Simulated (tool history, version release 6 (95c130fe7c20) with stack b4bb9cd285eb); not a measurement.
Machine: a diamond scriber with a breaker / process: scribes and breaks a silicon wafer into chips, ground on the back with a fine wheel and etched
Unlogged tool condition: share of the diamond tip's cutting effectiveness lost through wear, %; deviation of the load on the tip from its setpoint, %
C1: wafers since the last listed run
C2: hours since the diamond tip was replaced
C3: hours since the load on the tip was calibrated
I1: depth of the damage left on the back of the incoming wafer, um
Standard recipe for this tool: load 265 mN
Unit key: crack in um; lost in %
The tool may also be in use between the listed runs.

Run 1, day 0.000: usual settings but load 312 mN; C1 0; C2 176.9; C3 563.1; I1 0.52. Result: crack 10.60 um, lost 2.51 %.
Run 2, day 2.217: usual settings but load 312 mN; C1 115; C2 230.1; C3 616.3; I1 0.43. Result: crack 10.39 um, lost 2.45 %.
Run 3, day 3.279: usual settings but load 312 mN; C1 55; C2 255.6; C3 641.8; I1 0.48. Result: crack 10.62 um, lost 2.31 %.
Run 4, day 4.350: usual settings but load 328 mN; C1 55; C2 281.3; C3 667.5; I1 0.69. Result: crack 10.78 um, lost 3.60 %.
Run 5, day 6.108: usual settings but load 328 mN; C1 91; C2 323.5; C3 709.7; I1 0.78. Result: crack 11.05 um, lost 3.27 %.
Run 6, day 7.629: usual settings but load 328 mN; C1 78; C2 360.0; C3 746.2; I1 0.45. Result: crack 10.34 um, lost 3.13 %.
Run 7, day 9.858: usual settings but load 216 mN; C1 115; C2 413.5; C3 799.7; I1 0.53. Result: crack 6.97 um, lost 13.19 %.
Run 8, day 12.467: usual settings but load 216 mN; C1 135; C2 476.1; C3 862.3; I1 0.32. Result: crack 7.08 um, lost 14.04 %.
Run 9, day 15.442: usual settings; C1 154; C2 547.5; C3 933.7; I1 0.47. Result: crack 8.78 um, lost 2.74 %.
Run 10, day 16.762: usual settings; C1 68; C2 579.2; C3 965.4; I1 0.68. Result: crack 8.46 um, lost 2.76 %.
Run 11, day 18.783: usual settings; C1 104; C2 627.7; C3 1013.9; I1 0.56. Result: crack 8.55 um, lost 2.88 %.
Run 12, day 20.792: usual settings; C1 104; C2 675.9; C3 1062.1; I1 0.72. Result: crack 8.56 um, lost 2.96 %.
Run 13, day 23.688: usual settings; C1 150; C2 745.4; C3 1131.6; I1 0.37. Result: crack 8.73 um, lost 2.81 %.
Run 14, day 25.525: usual settings; C1 95; C2 789.5; C3 1175.7; I1 0.70. Result: crack 8.58 um, lost 3.11 %.
Run 15, day 26.692: usual settings; C1 60; C2 817.5; C3 1203.7; I1 0.70. Result: crack 8.46 um, lost 3.13 %.
At day 27.329: diamond tip replaced by a new one, of another model than before.
Run 16, day 28.342: usual settings; C1 81; C2 24.3; C3 1243.3; I1 0.64. Result: crack 9.39 um, lost 1.62 %.
Run 17, day 29.529: usual settings but load 293 mN; C1 61; C2 52.8; C3 1271.8; I1 0.59. Result: crack 9.71 um, lost 1.42 %.
Run 18, day 30.638: usual settings; C1 57; C2 79.4; C3 1298.4; I1 0.31. Result: crack 8.80 um, lost 1.71 %.
Run 19, day 32.404: usual settings but load 313 mN; C1 91; C2 121.8; C3 1340.8; I1 0.64. Result: crack 10.14 um, lost 1.62 %.
Run 20, day 35.262: usual settings but load 219 mN; C1 148; C2 190.4; C3 1409.4; I1 0.37. Result: crack 7.86 um, lost 4.54 %.
Run 21, day 37.850: usual settings but load 296 mN; C1 134; C2 252.5; C3 1471.5; I1 0.69. Result: crack 9.16 um, lost 1.49 %.
Run 22, day 40.317: usual settings but load 304 mN; C1 128; C2 311.7; C3 1530.7; I1 0.80. Result: crack 9.45 um, lost 1.62 %.
At day 40.479: load on the tip recalibrated.
Run 23, day 42.833: usual settings but load 325 mN; C1 126; C2 372.1; C3 56.5; I1 0.73. Result: crack 9.71 um, lost 1.65 %.
Run 24, day 44.288: usual settings but load 185 mN; C1 75; C2 407.0; C3 91.4; I1 0.48. Result: crack 7.46 um, lost 9.70 %.
Run 25, day 51.375: usual settings but load 230 mN; C1 367; C2 577.1; C3 261.5; I1 0.67. Result: crack 8.06 um, lost 5.40 %.
Run 26, day 52.908: usual settings but load 220 mN; C1 79; C2 613.9; C3 298.3; I1 0.44. Result: crack 7.79 um, lost 6.54 %.

Branching from run 26: 5 alternative next runs. What would each branch give?
Run A, day 52.938: usual settings but load 295 mN; C1 1; C2 614.6; C3 299.0; I1 0.61. Result: crack ?, lost ?.
Run B, day 52.938: usual settings but load 201 mN; C1 1; C2 614.6; C3 299.0; I1 0.61. Result: crack ?, lost ?.
Run C, day 52.938: usual settings but load 301 mN; C1 1; C2 614.6; C3 299.0; I1 0.61. Result: crack ?, lost ?.
Run D, day 52.938: usual settings but load 310 mN; C1 1; C2 614.6; C3 299.0; I1 0.61. Result: crack ?, lost ?.
Run E, day 52.938: usual settings but load 212 mN; C1 1; C2 614.6; C3 299.0; I1 0.61. Result: crack ?, lost ?.

run  crack  lost
  A   9.08  1.87
  B   7.43  8.89
  C   9.18  1.75
  D   9.33  1.61
  E   7.63  7.47
The same runs, with their run-to-run variation unchanged, on a tool lacking any hidden condition would have given:
run  crack  lost
  A  10.17  1.90
  B   8.32  3.87
  C  10.29  2.06
  D  10.45  2.34
  E   8.55  3.07

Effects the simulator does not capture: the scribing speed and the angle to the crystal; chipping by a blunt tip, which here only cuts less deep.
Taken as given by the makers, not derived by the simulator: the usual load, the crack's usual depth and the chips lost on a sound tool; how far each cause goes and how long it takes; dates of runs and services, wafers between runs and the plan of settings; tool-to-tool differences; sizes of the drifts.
